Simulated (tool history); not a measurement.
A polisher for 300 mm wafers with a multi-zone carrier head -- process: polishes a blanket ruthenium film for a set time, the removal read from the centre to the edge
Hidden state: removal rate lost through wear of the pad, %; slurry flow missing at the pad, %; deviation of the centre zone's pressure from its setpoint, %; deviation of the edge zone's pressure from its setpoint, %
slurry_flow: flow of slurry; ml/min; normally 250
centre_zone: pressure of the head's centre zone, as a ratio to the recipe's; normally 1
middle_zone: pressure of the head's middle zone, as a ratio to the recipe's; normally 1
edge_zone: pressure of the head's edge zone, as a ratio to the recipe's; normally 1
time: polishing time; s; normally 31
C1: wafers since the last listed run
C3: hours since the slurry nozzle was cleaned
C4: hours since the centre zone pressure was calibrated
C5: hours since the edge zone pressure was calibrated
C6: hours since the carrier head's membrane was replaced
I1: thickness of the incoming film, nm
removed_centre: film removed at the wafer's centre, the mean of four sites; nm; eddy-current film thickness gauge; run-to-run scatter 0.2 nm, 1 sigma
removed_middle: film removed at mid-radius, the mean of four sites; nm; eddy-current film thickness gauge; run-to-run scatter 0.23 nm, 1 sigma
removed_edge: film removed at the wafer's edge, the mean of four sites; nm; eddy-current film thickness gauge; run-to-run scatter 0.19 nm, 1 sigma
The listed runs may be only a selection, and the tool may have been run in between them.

{"run": 1, "hour": 0.0, "slurry_flow": 250, "centre_zone": 1, "middle_zone": 1, "edge_zone": 1, "time": 35, "C1": 0, "wafers polished on this pad": 657, "C3": 212.1, "C4": 342.3, "C5": 0.5, "C6": 290.7, "I1": 306.9, "removed_centre": 28.6, "removed_middle": 30.5, "removed_edge": 31.1}
{"run": 2, "hour": 74.5, "slurry_flow": 250, "centre_zone": 1, "middle_zone": 1, "edge_zone": 1, "time": 35, "C1": 741, "wafers polished on this pad": 1398, "C3": 286.6, "C4": 416.8, "C5": 75, "C6": 365.2, "I1": 303.1, "removed_centre": 28.3, "removed_middle": 30.5, "removed_edge": 31}
{"run": 3, "hour": 143.9, "slurry_flow": 250, "centre_zone": 1, "middle_zone": 1, "edge_zone": 0.94, "time": 31, "C1": 690, "wafers polished on this pad": 2088, "C3": 356, "C4": 486.2, "C5": 144.4, "C6": 434.6, "I1": 302.2, "removed_centre": 24.9, "removed_middle": 27.1, "removed_edge": 26.2}
{"run": 4, "hour": 211.8, "slurry_flow": 250, "centre_zone": 1, "middle_zone": 1, "edge_zone": 1, "time": 31, "C1": 675, "wafers polished on this pad": 2764, "C3": 423.9, "C4": 554.1, "C5": 212.3, "C6": 502.5, "I1": 299.1, "removed_centre": 24.5, "removed_middle": 26.7, "removed_edge": 27.3}
{"run": 5, "hour": 312.4, "slurry_flow": 250, "centre_zone": 1, "middle_zone": 1, "edge_zone": 1.11, "time": 31, "C1": 1000, "wafers polished on this pad": 3765, "C3": 524.5, "C4": 654.7, "C5": 312.9, "C6": 603.1, "I1": 296.8, "removed_centre": 24.3, "removed_middle": 26.7, "removed_edge": 28.4}
{"run": 6, "hour": 371.4, "slurry_flow": 250, "centre_zone": 1, "middle_zone": 1, "edge_zone": 1.08, "time": 40, "C1": 586, "wafers polished on this pad": 4352, "C3": 583.5, "C4": 713.7, "C5": 371.9, "C6": 662.1, "I1": 299.4, "removed_centre": 31.3, "removed_middle": 33.8, "removed_edge": 36}
{"hour": 416.0, "done": "centre zone pressure recalibrated"}
{"run": 7, "hour": 437.8, "slurry_flow": 250, "centre_zone": 1, "middle_zone": 0.96, "edge_zone": 1, "time": 40, "C1": 640, "wafers polished on this pad": 4992, "C3": 649.9, "C4": 21.8, "C5": 438.3, "C6": 728.5, "I1": 299.7, "removed_centre": 32.9, "removed_middle": 32, "removed_edge": 34.5}
{"hour": 462.9, "done": "worn pad replaced by a new one"}
{"run": 8, "hour": 508.9, "slurry_flow": 250, "centre_zone": 1, "middle_zone": 1.05, "edge_zone": 0.94, "time": 31, "C1": 667, "wafers polished on this pad": 457, "C3": 721, "C4": 92.9, "C5": 509.4, "C6": 799.6, "I1": 304.6, "removed_centre": 24.9, "removed_middle": 26.6, "removed_edge": 25.5}
{"hour": 561.0, "done": "slurry nozzle cleaned"}
{"run": 9, "hour": 580.7, "slurry_flow": 205, "centre_zone": 1, "middle_zone": 1, "edge_zone": 1.06, "time": 31, "C1": 704, "wafers polished on this pad": 1161, "C3": 19.7, "C4": 164.7, "C5": 581.2, "C6": 871.4, "I1": 303.6, "removed_centre": 26.1, "removed_middle": 27.2, "removed_edge": 28.3}
{"run": 10, "hour": 676.2, "slurry_flow": 330, "centre_zone": 1.11, "middle_zone": 1.1, "edge_zone": 1, "time": 34, "C1": 950, "wafers polished on this pad": 2111, "C3": 115.2, "C4": 260.2, "C5": 676.7, "C6": 966.9, "I1": 298.4, "removed_centre": 33.1, "removed_middle": 33.9, "removed_edge": 31.3}
{"run": 11, "hour": 773.4, "slurry_flow": 315, "centre_zone": 1, "middle_zone": 1, "edge_zone": 1, "time": 38, "C1": 967, "wafers polished on this pad": 3078, "C3": 212.4, "C4": 357.4, "C5": 773.9, "C6": 1064.1, "I1": 301, "removed_centre": 32.5, "removed_middle": 34.3, "removed_edge": 34.9}
{"hour": 845.7, "done": "edge zone pressure recalibrated"}
{"run": 12, "hour": 846.2, "slurry_flow": 250, "centre_zone": 1, "middle_zone": 1, "edge_zone": 1, "time": 31, "C1": 704, "wafers polished on this pad": 3783, "C3": 285.2, "C4": 430.2, "C5": 0.5, "C6": 1136.9, "I1": 298.9, "removed_centre": 26, "removed_middle": 27.2, "removed_edge": 27.9}
{"run": 13, "hour": 901.9, "slurry_flow": 180, "centre_zone": 1, "middle_zone": 1, "edge_zone": 1, "time": 31, "C1": 554, "wafers polished on this pad": 4337, "C3": 340.9, "C4": 485.9, "C5": 56.2, "C6": 1192.6, "I1": 305.5, "removed_centre": 23.9, "removed_middle": 25.5, "removed_edge": 26.5}
{"hour": 953.6, "done": "worn pad replaced by a new one"}
{"run": 14, "hour": 960.3, "slurry_flow": 250, "centre_zone": 0.9, "middle_zone": 0.9, "edge_zone": 1, "time": 25, "C1": 541, "wafers polished on this pad": 66, "C3": 399.3, "C4": 544.3, "C5": 114.6, "C6": 1251, "I1": 294.8, "removed_centre": 18.1, "removed_middle": 20.3, "removed_edge": 21.9}
{"hour": 1000.2, "done": "centre zone pressure recalibrated"}
{"run": 15, "hour": 1054.7, "slurry_flow": 250, "centre_zone": 1.03, "middle_zone": 1, "edge_zone": 1, "time": 31, "C1": 919, "wafers polished on this pad": 985, "C3": 493.7, "C4": 54.5, "C5": 209, "C6": 1345.4, "I1": 299.2, "removed_centre": 27.7, "removed_middle": 26.6, "removed_edge": 27.2}
{"run": 16, "hour": 1091.9, "slurry_flow": 250, "centre_zone": 1, "middle_zone": 0.9, "edge_zone": 1.12, "time": 31, "C1": 370, "wafers polished on this pad": 1355, "C3": 530.9, "C4": 91.7, "C5": 246.2, "C6": 1382.6, "I1": 303.9, "removed_centre": 26.1, "removed_middle": 24.6, "removed_edge": 29}
{"run": 17, "hour": 1171.6, "slurry_flow": 330, "centre_zone": 0.94, "middle_zone": 1, "edge_zone": 0.89, "time": 24, "C1": 792, "wafers polished on this pad": 2148, "C3": 610.6, "C4": 171.4, "C5": 325.9, "C6": 1462.3, "I1": 305, "removed_centre": 19.5, "removed_middle": 21.1, "removed_edge": 20.8}
{"run": 18, "hour": 1264.8, "slurry_flow": 250, "centre_zone": 1, "middle_zone": 1, "edge_zone": 1, "time": 31, "C1": 927, "wafers polished on this pad": 3075, "C3": 703.8, "C4": 264.6, "C5": 419.1, "C6": 1555.5, "I1": 302.2, "removed_centre": 25.2, "removed_middle": 26.3, "removed_edge": 27.2}
{"hour": 1268.1, "done": "slurry nozzle cleaned"}
{"run": 19, "hour": 1339.2, "slurry_flow": 250, "centre_zone": 1, "middle_zone": 0.92, "edge_zone": 0.97, "time": 31, "C1": 730, "wafers polished on this pad": 3806, "C3": 71.1, "C4": 339, "C5": 493.5, "C6": 1629.9, "I1": 302.3, "removed_centre": 26.7, "removed_middle": 25.9, "removed_edge": 28}
{"run": 20, "hour": 1420.2, "slurry_flow": 250, "centre_zone": 1, "middle_zone": 1, "edge_zone": 1, "time": 31, "C1": 805, "wafers polished on this pad": 4612, "C3": 152.1, "C4": 420, "C5": 574.5, "C6": 1710.9, "I1": 302.3, "removed_centre": 25.9, "removed_middle": 27.2, "removed_edge": 27.9}
{"run": 21, "hour": 1466.6, "slurry_flow": 250, "centre_zone": 1, "middle_zone": 1, "edge_zone": 1, "time": 31, "C1": 461, "wafers polished on this pad": 5073, "C3": 198.5, "C4": 466.4, "C5": 620.9, "C6": 1757.3, "I1": 296.5, "removed_centre": 26, "removed_middle": 27.4, "removed_edge": 27.9}
{"hour": 1476.2, "done": "carrier head's membrane replaced by a new one"}
{"hour": 1479.4, "done": "worn pad replaced by a new one"}
{"run": 22, "hour": 1566.6, "slurry_flow": 250, "centre_zone": 1, "middle_zone": 1, "edge_zone": 1, "time": 31, "C1": 913, "wafers polished on this pad": 867, "C3": 298.5, "C4": 566.4, "C5": 720.9, "C6": 90.4, "I1": 296.1, "removed_centre": 25.6, "removed_middle": 27, "removed_edge": 27.7}
{"run": 23, "hour": 1630.8, "slurry_flow": 250, "centre_zone": 1.1, "middle_zone": 0.96, "edge_zone": 1, "time": 31, "C1": 638, "wafers polished on this pad": 1506, "C3": 362.7, "C4": 630.6, "C5": 785.1, "C6": 154.6, "I1": 299.7, "removed_centre": 27.7, "removed_middle": 26.4, "removed_edge": 27.7}

What differs in the tool's unlogged condition from the final listed run ahead of each entry between runs to the first listed run following it?
From run 6 to run 7: centre zone pressure recalibrated (hour 416)
  slurry flow missing at the pad, %: 35.5 -> 38.6; deviation of the centre zone's pressure from its setpoint, %: -7.76 -> -0.577
  the result without the hidden state subtracted from the measured one, removed_centre: -5.3 -> -3.2 nm; removed_middle: -2.3 -> -2.5 nm; removed_edge: -1.8 -> -2 nm
From run 7 to run 8: worn pad replaced by a new one (hour 462.9)
  slurry flow missing at the pad, %: 38.6 -> 41.9; deviation of the centre zone's pressure from its setpoint, %: -0.577 -> -2.49
  the result without the hidden state subtracted from the measured one, removed_centre: -3.2 -> -3.3 nm; removed_middle: -2.5 -> -2.5 nm; removed_edge: -2 -> -1.7 nm
From run 8 to run 9: slurry nozzle cleaned (hour 561)
  slurry flow missing at the pad, %: 41.9 -> 1.67; deviation of the centre zone's pressure from its setpoint, %: -2.49 -> -3.9
  the result without the hidden state subtracted from the measured one, removed_centre: -3.3 -> -1.2 nm; removed_middle: -2.5 -> -0.1 nm; removed_edge: -1.7 -> +0 nm
From run 11 to run 12: edge zone pressure recalibrated (hour 845.7)
  slurry flow missing at the pad, %: 10.7 -> 14.1; deviation of the centre zone's pressure from its setpoint, %: -6.06 -> -6.5
  the result without the hidden state subtracted from the measured one, removed_centre: -2.6 -> -2.5 nm; removed_middle: -0.4 -> -0.5 nm; removed_edge: -0.3 -> -0.4 nm
From run 13 to run 14: worn pad replaced by a new one (hour 953.6)
  slurry flow missing at the pad, %: 16.7 -> 19.4; deviation of the centre zone's pressure from its setpoint, %: -6.75 -> -6.96
  the result without the hidden state subtracted from the measured one, removed_centre: -2.7 -> -2 nm; removed_middle: -0.9 -> -0.6 nm; removed_edge: -0.6 -> -0.5 nm
From run 14 to run 15: centre zone pressure recalibrated (hour 1000.2)
  slurry flow missing at the pad, %: 19.4 -> 23.8; deviation of the centre zone's pressure from its setpoint, %: -6.96 -> -0.302
  the result without the hidden state subtracted from the measured one, removed_centre: -2 -> -1.2 nm; removed_middle: -0.6 -> -1 nm; removed_edge: -0.5 -> -0.8 nm
From run 18 to run 19: slurry nozzle cleaned (hour 1268.1)
  slurry flow missing at the pad, %: 33.6 -> 5.57; deviation of the centre zone's pressure from its setpoint, %: -4.01 -> -4.69
  the result without the hidden state subtracted from the measured one, removed_centre: -2.9 -> -1.6 nm; removed_middle: -1.6 -> -0.1 nm; removed_edge: -1.2 -> -0.1 nm
From run 21 to run 22: carrier head's membrane replaced by a new one (hour 1476.2); worn pad replaced by a new one (hour 1479.4)
  slurry flow missing at the pad, %: 11.5 -> 16.2; deviation of the centre zone's pressure from its setpoint, %: -5.44 -> -5.79
  the result without the hidden state subtracted from the measured one, removed_centre: -2 -> -2.3 nm; removed_middle: -0.4 -> -0.6 nm; removed_edge: -0.4 -> -0.5 nm
